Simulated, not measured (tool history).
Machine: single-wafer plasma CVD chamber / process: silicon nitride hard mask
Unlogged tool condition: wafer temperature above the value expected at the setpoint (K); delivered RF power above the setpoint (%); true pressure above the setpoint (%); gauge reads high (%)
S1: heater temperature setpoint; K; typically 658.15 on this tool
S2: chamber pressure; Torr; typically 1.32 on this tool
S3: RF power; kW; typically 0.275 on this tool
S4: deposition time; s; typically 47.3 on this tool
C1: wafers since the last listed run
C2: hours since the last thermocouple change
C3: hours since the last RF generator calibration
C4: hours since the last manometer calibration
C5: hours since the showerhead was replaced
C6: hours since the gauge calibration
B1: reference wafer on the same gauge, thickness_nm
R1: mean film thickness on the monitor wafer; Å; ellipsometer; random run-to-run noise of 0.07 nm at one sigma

run,hour,S1,S2,S3,S4,C1,C2,C3,C4,C5,C6,B1,R1
1,0.0,658.15,1.22,0.275,42.0,0,2296.7,1750.4,1377.7,6331.0,61.0,41.371,387.82
2,13.6,658.15,1.32,0.275,47.3,387,2310.3,1764.0,1391.3,6344.6,74.6,41.399,443.54
3,21.0,658.15,1.32,0.275,47.3,210,2317.7,1771.4,1398.7,6352.0,82.0,41.422,445.31
4,31.0,658.15,1.32,0.275,47.3,285,2327.7,1781.4,1408.7,6362.0,92.0,41.424,444.00
5,43.9,658.15,1.17,0.275,47.3,367,2340.6,1794.3,1421.6,6374.9,104.9,41.378,433.04
6,52.0,658.15,1.32,0.275,47.3,230,2348.7,1802.4,1429.7,6383.0,113.0,41.391,444.62
7,67.5,658.15,1.32,0.275,45.2,441,2364.2,1817.9,1445.2,6398.5,128.5,41.365,425.40
8,79.9,658.15,1.32,0.275,51.6,353,2376.6,1830.3,1457.6,6410.9,140.9,41.402,483.95
9,89.6,658.15,1.32,0.275,51.6,276,2386.3,1840.0,1467.3,6420.6,150.6,41.387,484.70
# hour 104.7: capacitance manometer re-zeroed and calibrated
# hour 104.9: showerhead replaced
10,105.4,658.15,1.32,0.275,51.6,216,2402.1,1855.8,0.7,0.5,166.4,41.431,485.78
11,109.8,658.15,1.32,0.275,47.3,125,2406.5,1860.2,5.1,4.9,170.8,41.411,444.73
12,118.6,658.15,1.32,0.275,47.3,250,2415.3,1869.0,13.9,13.7,179.6,41.378,444.84
# hour 132.2: RF generator calibrated
13,132.7,658.15,1.32,0.275,47.3,173,2429.4,0.5,28.0,27.8,193.7,41.418,463.56
14,135.4,668.15,1.32,0.250,53.6,76,2432.1,3.2,30.7,30.5,196.4,41.417,497.34
15,153.4,649.15,1.08,0.255,47.3,513,2450.1,21.2,48.7,48.5,214.4,41.406,428.16
16,168.1,658.15,1.56,0.275,47.3,419,2464.8,35.9,63.4,63.2,229.1,41.361,480.26
# hour 186.3: thermocouple changed; heater temperature recalibrated
17,186.8,648.15,1.32,0.230,47.3,305,0.5,54.6,82.1,81.9,247.8,41.399,422.21
# hour 193.1: gauge calibrated
18,200.6,658.15,1.32,0.275,53.1,393,14.3,68.4,95.9,95.7,7.5,41.401,518.71
19,217.3,658.15,1.32,0.275,52.2,476,31.0,85.1,112.6,112.4,24.2,41.400,508.36
20,228.8,658.15,1.32,0.275,47.3,327,42.5,96.6,124.1,123.9,35.7,41.394,461.01
21,236.8,644.15,1.32,0.275,53.2,228,50.5,104.6,132.1,131.9,43.7,41.364,520.58
22,247.7,658.15,1.32,0.275,47.3,310,61.4,115.5,143.0,142.8,54.6,41.376,459.90
23,264.2,653.15,1.09,0.325,52.4,470,77.9,132.0,159.5,159.3,71.1,41.409,533.95
24,270.4,658.15,1.32,0.275,47.3,176,84.1,138.2,165.7,165.5,77.3,41.410,460.34
25,277.7,658.15,1.32,0.275,47.3,208,91.4,145.5,173.0,172.8,84.6,41.404,458.64
26,290.7,667.15,1.32,0.320,47.3,370,104.4,158.5,186.0,185.8,97.6,41.425,494.68
27,306.9,643.15,1.05,0.230,54.4,461,120.6,174.7,202.2,202.0,113.8,41.424,460.56
28,315.1,666.15,1.65,0.315,52.3,233,128.8,182.9,210.4,210.2,122.0,41.385,569.20
29,323.7,658.15,1.32,0.275,47.3,245,137.4,191.5,219.0,218.8,130.6,41.394,458.61
30,333.9,671.15,1.43,0.275,47.3,290,147.6,201.7,229.2,229.0,140.8,41.406,465.20

Had the tool no unlogged condition, and each run kept its random variation, what would the results have been?
run,R1
1,404.92
2,463.13
3,465.00
4,463.66
5,452.24
6,464.36
7,444.32
8,505.51
9,506.31
10,507.48
11,464.61
12,464.75
13,464.40
14,498.37
15,429.52
16,482.14
17,424.40
18,521.70
19,511.77
20,464.40
21,524.64
22,463.76
23,538.69
24,464.77
25,463.22
26,499.71
27,465.97
28,575.65
29,464.27
30,471.17
